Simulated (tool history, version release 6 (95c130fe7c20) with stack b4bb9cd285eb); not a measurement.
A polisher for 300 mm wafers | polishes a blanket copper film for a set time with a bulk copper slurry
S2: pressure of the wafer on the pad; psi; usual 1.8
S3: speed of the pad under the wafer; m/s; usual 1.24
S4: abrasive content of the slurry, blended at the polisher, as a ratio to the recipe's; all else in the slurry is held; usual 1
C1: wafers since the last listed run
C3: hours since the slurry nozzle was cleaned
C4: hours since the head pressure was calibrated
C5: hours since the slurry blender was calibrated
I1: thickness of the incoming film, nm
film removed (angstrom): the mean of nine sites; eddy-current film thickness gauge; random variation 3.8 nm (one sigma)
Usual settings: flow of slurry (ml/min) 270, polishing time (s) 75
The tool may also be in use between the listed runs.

run 1 hour=0 | flow_of_slurry_(ml/min)=270 S2=1.8 S3=1.24 S4=1 polishing_time_(s)=75 | C1=0 wafers_polished_on_this_pad=2587 C3=196.4 C4=678.6 C5=274.8 | I1=1898.7 | film_removed_(angstrom)=5331
run 2 hour=64.9 | flow_of_slurry_(ml/min)=270 S2=1.8 S3=1.24 S4=1 polishing_time_(s)=75 | C1=656 wafers_polished_on_this_pad=3243 C3=261.3 C4=743.5 C5=339.7 | I1=1884.2 | film_removed_(angstrom)=5270
-- hour=81 head pressure recalibrated
run 3 hour=144.8 | flow_of_slurry_(ml/min)=270 S2=1.8 S3=1.24 S4=1 polishing_time_(s)=75 | C1=787 wafers_polished_on_this_pad=4031 C3=341.2 C4=63.8 C5=419.6 | I1=1865.8 | film_removed_(angstrom)=5237
run 4 hour=236.2 | flow_of_slurry_(ml/min)=270 S2=1.8 S3=1.24 S4=1 polishing_time_(s)=75 | C1=924 wafers_polished_on_this_pad=4956 C3=432.6 C4=155.2 C5=511 | I1=1910.6 | film_removed_(angstrom)=5201
run 5 hour=325.3 | flow_of_slurry_(ml/min)=270 S2=1.8 S3=1.24 S4=1 polishing_time_(s)=75 | C1=901 wafers_polished_on_this_pad=5857 C3=521.7 C4=244.3 C5=600.1 | I1=1916.4 | film_removed_(angstrom)=5175
-- hour=375.8 worn pad replaced by a new one
-- hour=416.6 slurry nozzle cleaned
run 6 hour=442.8 | flow_of_slurry_(ml/min)=270 S2=1.8 S3=1.24 S4=1 polishing_time_(s)=75 | C1=1137 wafers_polished_on_this_pad=667 C3=26.2 C4=361.8 C5=717.6 | I1=1875.3 | film_removed_(angstrom)=5153
-- hour=464.2 slurry blender recalibrated
run 7 hour=500.8 | flow_of_slurry_(ml/min)=325 S2=1.8 S3=1.08 S4=1 polishing_time_(s)=75 | C1=566 wafers_polished_on_this_pad=1233 C3=84.2 C4=419.8 C5=36.6 | I1=1873.5 | film_removed_(angstrom)=4951
run 8 hour=597.9 | flow_of_slurry_(ml/min)=310 S2=2.1 S3=1.24 S4=1 polishing_time_(s)=75 | C1=982 wafers_polished_on_this_pad=2215 C3=181.3 C4=516.9 C5=133.7 | I1=1888.3 | film_removed_(angstrom)=6448
run 9 hour=674.8 | flow_of_slurry_(ml/min)=340 S2=2.3 S3=1.02 S4=1 polishing_time_(s)=58 | C1=777 wafers_polished_on_this_pad=2993 C3=258.2 C4=593.8 C5=210.6 | I1=1891.3 | film_removed_(angstrom)=4413
run 10 hour=716.7 | flow_of_slurry_(ml/min)=360 S2=1.8 S3=1.24 S4=1.2 polishing_time_(s)=68 | C1=423 wafers_polished_on_this_pad=3417 C3=300.1 C4=635.7 C5=252.5 | I1=1888.6 | film_removed_(angstrom)=5219
run 11 hour=783.7 | flow_of_slurry_(ml/min)=270 S2=1.8 S3=1.24 S4=1 polishing_time_(s)=75 | C1=677 wafers_polished_on_this_pad=4095 C3=367.1 C4=702.7 C5=319.5 | I1=1903.6 | film_removed_(angstrom)=5293
-- hour=818.8 head pressure recalibrated
run 12 hour=819.9 | flow_of_slurry_(ml/min)=340 S2=1.8 S3=1.24 S4=1 polishing_time_(s)=75 | C1=345 wafers_polished_on_this_pad=4441 C3=403.3 C4=1.1 C5=355.7 | I1=1885.8 | film_removed_(angstrom)=5317
run 13 hour=892.2 | flow_of_slurry_(ml/min)=270 S2=1.8 S3=1.24 S4=1 polishing_time_(s)=75 | C1=731 wafers_polished_on_this_pad=5172 C3=475.6 C4=73.4 C5=428 | I1=1874.4 | film_removed_(angstrom)=5229
run 14 hour=977.9 | flow_of_slurry_(ml/min)=270 S2=1.4 S3=1.24 S4=1 polishing_time_(s)=69 | C1=866 wafers_polished_on_this_pad=6039 C3=561.3 C4=159.1 C5=513.7 | I1=1891.9 | film_removed_(angstrom)=3725
run 15 hour=1036.2 | flow_of_slurry_(ml/min)=200 S2=1.8 S3=1.24 S4=1 polishing_time_(s)=75 | C1=589 wafers_polished_on_this_pad=6628 C3=619.6 C4=217.4 C5=572 | I1=1920.6 | film_removed_(angstrom)=4924
run 16 hour=1114.4 | flow_of_slurry_(ml/min)=195 S2=1.8 S3=1.24 S4=1.2 polishing_time_(s)=75 | C1=790 wafers_polished_on_this_pad=7419 C3=697.8 C4=295.6 C5=650.2 | I1=1866.5 | film_removed_(angstrom)=5194
-- hour=1126 worn pad replaced by a new one
run 17 hour=1162.8 | flow_of_slurry_(ml/min)=190 S2=1.5 S3=1.24 S4=1.2 polishing_time_(s)=75 | C1=449 wafers_polished_on_this_pad=372 C3=746.2 C4=344 C5=698.6 | I1=1864.9 | film_removed_(angstrom)=4311
-- hour=1182.4 slurry blender recalibrated
-- hour=1201.7 slurry nozzle cleaned
run 18 hour=1258.8 | flow_of_slurry_(ml/min)=270 S2=1.4 S3=0.92 S4=1.1 polishing_time_(s)=75 | C1=940 wafers_polished_on_this_pad=1312 C3=57.1 C4=440 C5=76.4 | I1=1895.6 | film_removed_(angstrom)=3244

Run 19 comes next. What will it give?
run 19 hour=1322 | flow_of_slurry_(ml/min)=270 S2=1.8 S3=1.24 S4=0.85 polishing_time_(s)=93 | C1=639 wafers_polished_on_this_pad=1952 C3=120.3 C4=503.2 C5=139.6 | I1=1881.9 | film_removed_(angstrom)=?

{"run 19": {"film removed (angstrom)": 6415}}
Without the tool's hidden state the same run would have given film removed (angstrom) 6676.

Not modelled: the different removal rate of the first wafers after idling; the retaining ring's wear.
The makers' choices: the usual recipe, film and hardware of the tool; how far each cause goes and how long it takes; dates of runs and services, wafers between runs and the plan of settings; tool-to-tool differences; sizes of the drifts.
